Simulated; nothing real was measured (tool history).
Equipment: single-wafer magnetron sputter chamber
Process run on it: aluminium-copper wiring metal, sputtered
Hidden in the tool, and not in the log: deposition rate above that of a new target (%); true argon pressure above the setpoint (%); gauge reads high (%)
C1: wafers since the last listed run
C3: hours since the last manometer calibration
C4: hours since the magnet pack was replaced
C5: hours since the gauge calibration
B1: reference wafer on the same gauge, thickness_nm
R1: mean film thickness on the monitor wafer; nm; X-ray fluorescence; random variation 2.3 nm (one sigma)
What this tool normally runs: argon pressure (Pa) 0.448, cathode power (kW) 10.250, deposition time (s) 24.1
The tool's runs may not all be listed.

Run 1, day 0.000: usual settings but cathode power (kW) 11.000; C1 0; wafers on the sputter target 3224; C3 123.0; C4 6050.9; C5 56.8; B1 476.624. Result: R1 450.154 nm.
Run 2, day 1.688: usual settings but deposition time (s) 22.4; C1 704; wafers on the sputter target 3928; C3 163.5; C4 6091.4; C5 97.3; B1 476.270. Result: R1 388.434 nm.
Run 3, day 5.308: usual settings but deposition time (s) 22.4; C1 1510; wafers on the sputter target 5439; C3 250.4; C4 6178.3; C5 184.2; B1 475.027. Result: R1 387.716 nm.
At day 8.225: sputter target and shields replaced.
Run 4, day 9.671: usual settings but deposition time (s) 27.4; C1 1681; wafers on the sputter target 603; C3 355.1; C4 6283.0; C5 288.9; B1 474.165. Result: R1 478.960 nm.
Run 5, day 11.196: usual settings; C1 636; wafers on the sputter target 1239; C3 391.7; C4 6319.6; C5 325.5; B1 474.074. Result: R1 416.501 nm.
Run 6, day 14.271: usual settings; C1 1283; wafers on the sputter target 2523; C3 465.5; C4 6393.4; C5 399.3; B1 473.433. Result: R1 419.415 nm.
Run 7, day 16.462: usual settings; C1 914; wafers on the sputter target 3437; C3 518.1; C4 6446.0; C5 451.9; B1 472.091. Result: R1 416.198 nm.
Run 8, day 19.742: usual settings; C1 1368; wafers on the sputter target 4806; C3 596.8; C4 6524.7; C5 530.6; B1 471.531. Result: R1 413.569 nm.
Run 9, day 22.146: usual settings; C1 1003; wafers on the sputter target 5809; C3 654.5; C4 6582.4; C5 588.3; B1 471.141. Result: R1 413.140 nm.
At day 23.158: sputter target and shields replaced.
Run 10, day 27.050: usual settings; C1 1907; wafers on the sputter target 1624; C3 772.2; C4 6700.1; C5 706.0; B1 469.283. Result: R1 416.765 nm.
Run 11, day 29.071: usual settings but argon pressure (Pa) 0.531; C1 843; wafers on the sputter target 2467; C3 820.7; C4 6748.6; C5 754.5; B1 469.062. Result: R1 390.545 nm.
Run 12, day 31.221: usual settings but argon pressure (Pa) 0.531; C1 897; wafers on the sputter target 3364; C3 872.3; C4 6800.2; C5 806.1; B1 468.481. Result: R1 393.009 nm.
Run 13, day 33.817: usual settings but cathode power (kW) 11.050; C1 1083; wafers on the sputter target 4448; C3 934.6; C4 6862.5; C5 868.4; B1 467.802. Result: R1 444.506 nm.
At day 36.938: gauge calibrated.
Run 14, day 38.188: usual settings but argon pressure (Pa) 0.336, cathode power (kW) 8.950, deposition time (s) 28.5; C1 1823; wafers on the sputter target 6272; C3 1039.5; C4 6967.4; C5 30.0; B1 476.434. Result: R1 469.202 nm.
Run 15, day 40.058: usual settings; C1 780; wafers on the sputter target 7052; C3 1084.4; C4 7012.3; C5 74.9; B1 476.633. Result: R1 417.624 nm.
At day 41.254: sputter target and shields replaced.
Run 16, day 42.612: usual settings; C1 926; wafers on the sputter target 567; C3 1145.7; C4 7073.6; C5 136.2; B1 475.688. Result: R1 419.411 nm.
Run 17, day 44.621: usual settings but argon pressure (Pa) 0.325, cathode power (kW) 8.250; C1 838; wafers on the sputter target 1405; C3 1193.9; C4 7121.8; C5 184.4; B1 475.163. Result: R1 367.675 nm.
Run 18, day 48.538: usual settings but cathode power (kW) 11.650; C1 1634; wafers on the sputter target 3039; C3 1287.9; C4 7215.8; C5 278.4; B1 473.860. Result: R1 474.448 nm.
Run 19, day 50.646: usual settings but deposition time (s) 22.4; C1 879; wafers on the sputter target 3919; C3 1338.5; C4 7266.4; C5 329.0; B1 473.266. Result: R1 386.001 nm.
Run 20, day 53.196: usual settings but argon pressure (Pa) 0.329, cathode power (kW) 9.150, deposition time (s) 21.9; C1 1064; wafers on the sputter target 4983; C3 1399.7; C4 7327.6; C5 390.2; B1 473.295. Result: R1 367.732 nm.
At day 55.812: capacitance manometer re-zeroed and calibrated.
Run 21, day 55.833: usual settings but cathode power (kW) 8.500; C1 961; wafers on the sputter target 5944; C3 0.5; C4 7390.9; C5 453.5; B1 471.912. Result: R1 344.682 nm.
At day 57.258: magnet pack replaced.
Run 22, day 58.325: usual settings but cathode power (kW) 9.250, deposition time (s) 28.6; C1 900; wafers on the sputter target 6845; C3 60.3; C4 25.6; C5 513.3; B1 471.488. Result: R1 447.331 nm.
At day 59.133: sputter target and shields replaced.
Run 23, day 62.221: usual settings but argon pressure (Pa) 0.369, cathode power (kW) 9.350; C1 1486; wafers on the sputter target 1288; C3 153.8; C4 119.1; C5 606.8; B1 470.500. Result: R1 402.645 nm.

Run 24, settings as shown, results not yet in. Your forecast:
Run 24, day 64.300: usual settings but cathode power (kW) 11.150; C1 867; wafers on the sputter target 2155; C3 203.7; C4 169.0; C5 656.7; B1 ?. Result: R1 ?.

Run 24 yielded B1 469.875, R1 450.624 nm.
Minus the tool's unlogged condition, the same run would have read R1 457.434 nm.
